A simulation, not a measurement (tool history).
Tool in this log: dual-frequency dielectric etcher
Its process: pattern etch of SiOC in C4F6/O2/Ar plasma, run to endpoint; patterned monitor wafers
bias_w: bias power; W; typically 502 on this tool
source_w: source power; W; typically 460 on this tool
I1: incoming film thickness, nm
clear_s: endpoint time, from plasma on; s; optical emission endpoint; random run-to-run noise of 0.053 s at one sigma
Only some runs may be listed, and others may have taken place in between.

{"run": 1, "hour": 0.0, "bias_w": 477, "source_w": 460, "I1": 34.73, "clear_s": 11.1}
{"run": 2, "hour": 63.1, "bias_w": 477, "source_w": 460, "I1": 34.28, "clear_s": 11.0}
{"run": 3, "hour": 125.3, "bias_w": 502, "source_w": 480, "I1": 34.41, "clear_s": 10.7}
{"hour": 208.9, "done": "source power generator calibrated"}
{"run": 4, "hour": 226.8, "bias_w": 539, "source_w": 460, "I1": 34.7, "clear_s": 10.7}
{"hour": 276.1, "done": "wet clean of the chamber"}
{"run": 5, "hour": 330.9, "bias_w": 539, "source_w": 460, "I1": 34.48, "clear_s": 10.8}
{"hour": 590.0, "done": "upper electrode replaced"}
{"run": 6, "hour": 611.9, "bias_w": 600, "source_w": 430, "I1": 34.67, "clear_s": 10.7}
{"run": 7, "hour": 716.1, "bias_w": 600, "source_w": 430, "I1": 34.32, "clear_s": 10.7}
{"run": 8, "hour": 753.2, "bias_w": 600, "source_w": 430, "I1": 34.32, "clear_s": 10.7}
{"hour": 790.7, "done": "wet clean of the chamber, repeated, since the last time left the tool worse"}
{"run": 9, "hour": 821.1, "bias_w": 502, "source_w": 460, "I1": 34.31, "clear_s": 10.8}
{"run": 10, "hour": 911.3, "bias_w": 502, "source_w": 460, "I1": 34.21, "clear_s": 10.8}
{"run": 11, "hour": 961.1, "bias_w": 502, "source_w": 460, "I1": 34.15, "clear_s": 10.5}
{"run": 12, "hour": 1023.1, "bias_w": 502, "source_w": 460, "I1": 34.35, "clear_s": 10.8}
{"run": 13, "hour": 1116.8, "bias_w": 502, "source_w": 460, "I1": 34.18, "clear_s": 10.7}
{"run": 14, "hour": 1180.1, "bias_w": 502, "source_w": 460, "I1": 34.19, "clear_s": 10.7}
{"run": 15, "hour": 1239.0, "bias_w": 535, "source_w": 530, "I1": 34.3, "clear_s": 10.2}
{"run": 16, "hour": 1288.5, "bias_w": 502, "source_w": 460, "I1": 34.06, "clear_s": 10.8}
{"hour": 1448.3, "done": "bias power generator calibrated"}
{"hour": 1449.2, "done": "wet clean of the chamber"}
{"run": 17, "hour": 1496.1, "bias_w": 454, "source_w": 520, "I1": 34.2, "clear_s": 10.6}
{"run": 18, "hour": 1561.1, "bias_w": 400, "source_w": 360, "I1": 34.13, "clear_s": 12.1}
{"run": 19, "hour": 1600.4, "bias_w": 502, "source_w": 460, "I1": 34.42, "clear_s": 10.7}
{"run": 20, "hour": 1681.3, "bias_w": 541, "source_w": 420, "I1": 34.56, "clear_s": 10.6}
{"run": 21, "hour": 1750.2, "bias_w": 502, "source_w": 460, "I1": 34.15, "clear_s": 10.6}
{"run": 22, "hour": 1843.6, "bias_w": 607, "source_w": 570, "I1": 34.17, "clear_s": 9.4}
{"run": 23, "hour": 1896.7, "bias_w": 379, "source_w": 380, "I1": 34.35, "clear_s": 12.5}
{"run": 24, "hour": 1950.8, "bias_w": 502, "source_w": 460, "I1": 34.48, "clear_s": 10.8}
{"run": 25, "hour": 2035.5, "bias_w": 502, "source_w": 460, "I1": 34.48, "clear_s": 10.8}
{"hour": 2113.3, "done": "wet clean of the chamber"}
{"run": 26, "hour": 2113.8, "bias_w": 422, "source_w": 500, "I1": 34.25, "clear_s": 11.1}
{"hour": 2192.0, "done": "source power generator calibrated"}
{"run": 27, "hour": 2218.6, "bias_w": 455, "source_w": 380, "I1": 34.45, "clear_s": 11.4}
{"run": 28, "hour": 2315.9, "bias_w": 397, "source_w": 570, "I1": 34.48, "clear_s": 11.2}
{"run": 29, "hour": 2394.6, "bias_w": 502, "source_w": 460, "I1": 34.08, "clear_s": 10.6}
{"run": 30, "hour": 2438.7, "bias_w": 591, "source_w": 460, "I1": 34.5, "clear_s": 10.1}
{"run": 31, "hour": 2539.7, "bias_w": 416, "source_w": 540, "I1": 34.2, "clear_s": 11.2}
{"run": 32, "hour": 2634.7, "bias_w": 502, "source_w": 410, "I1": 34.26, "clear_s": 11.0}
{"run": 33, "hour": 2703.4, "bias_w": 612, "source_w": 460, "I1": 34.17, "clear_s": 9.9}
{"run": 34, "hour": 2808.9, "bias_w": 502, "source_w": 460, "I1": 34.23, "clear_s": 10.9}
{"hour": 2876.5, "done": "wet clean of the chamber"}
{"run": 35, "hour": 2877.0, "bias_w": 376, "source_w": 580, "I1": 34.34, "clear_s": 11.3}
{"run": 36, "hour": 2920.0, "bias_w": 388, "source_w": 550, "I1": 34.39, "clear_s": 11.2}

Measured minus without-hidden-state, run by run (identical run-to-run variation in each term; gauge scatter may differ):
Unlogged tool condition in this case: etch rate over this chamber's usual, %; bias power that arrives over what is set, %; source power that arrives over what is set, %.
run=1 clear_s=+0.2
run=2 clear_s=+0.2
run=3 clear_s=+0.2
run=4 clear_s=+0.2
run=5 clear_s=+0.4
run=6 clear_s=+0.6
run=7 clear_s=+0.6
run=8 clear_s=+0.6
run=9 clear_s=+0.1
run=10 clear_s=+0.1
run=11 clear_s=+0.1
run=12 clear_s=+0.2
run=13 clear_s=+0.2
run=14 clear_s=+0.2
run=15 clear_s=+0.2
run=16 clear_s=+0.3
run=17 clear_s=+0.0
run=18 clear_s=+0.0
run=19 clear_s=+0.0
run=20 clear_s=+0.0
run=21 clear_s=+0.0
run=22 clear_s=+0.1
run=23 clear_s=+0.2
run=24 clear_s=+0.2
run=25 clear_s=+0.2
run=26 clear_s=+0.0
run=27 clear_s=+0.1
run=28 clear_s=+0.1
run=29 clear_s=+0.1
run=30 clear_s=+0.1
run=31 clear_s=+0.1
run=32 clear_s=+0.2
run=33 clear_s=+0.2
run=34 clear_s=+0.3
run=35 clear_s=+0.0
run=36 clear_s=+0.0
